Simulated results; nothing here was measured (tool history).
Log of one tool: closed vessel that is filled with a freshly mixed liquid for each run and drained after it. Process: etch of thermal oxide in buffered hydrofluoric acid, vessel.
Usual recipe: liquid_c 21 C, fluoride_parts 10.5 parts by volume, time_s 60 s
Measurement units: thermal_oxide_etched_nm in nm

run	day	liquid_c	fluoride_parts	time_s	read-back film thickness of the thermal oxide reference wafer, read on the same gauge (nm)	thermal_oxide_etched_nm
1	0	21	10.5	60	60	58.49
2	1.638	21	10.5	60	60	59.09
3	4.033	21	10.5	60	60.04	58.46
4	5.646	21	10.5	60	59.99	57.75
5	7.883	21	10.5	60	59.97	58.33
# day 8.079: hydrofluoric acid flow meter replaced
6	9.608	21	10.5	60	59.98	58.55
# day 17.871: thermometer replaced
7	18.133	21	10.5	60	60	58.4
8	19.771	21	10.5	60	60	58.01
# day 20.738: gauge calibrated
9	22.758	21	9	50	59.98	54.53
10	25.371	21	9	50	59.97	53.85
11	27.012	21	9	50	60.04	54.58
12	29.233	21	10.5	60	60.05	58.23
# day 31.133: hydrofluoric acid flow meter replaced
13	31.983	24.5	10.5	75	60.01	87.49
14	34.271	22.5	12.5	30	60	26.64
15	35.433	21	9	50	60.05	54.63
16	37.767	21	6.5	60	59.94	91.91
17	40.504	17	8.5	80	60.01	74.16
18	41.808	21	10.5	50	59.96	48.39
19	43.079	24	9	60	59.99	77.24
20	44.958	21	10.5	60	60.02	58.49
21	47.475	25.5	9.5	75	60.02	101.14
22	50.054	21	10.5	60	60.01	58.37
23	52.308	18.5	10.5	90	59.99	76.17

Exercise: give the hidden state of the tool at every run:
liquid colder than its thermometer reads (K): 0 in every run
hydrofluoric acid flow below the setpoint (%): 0 in every run
gauge reads high (%): 0 in every run
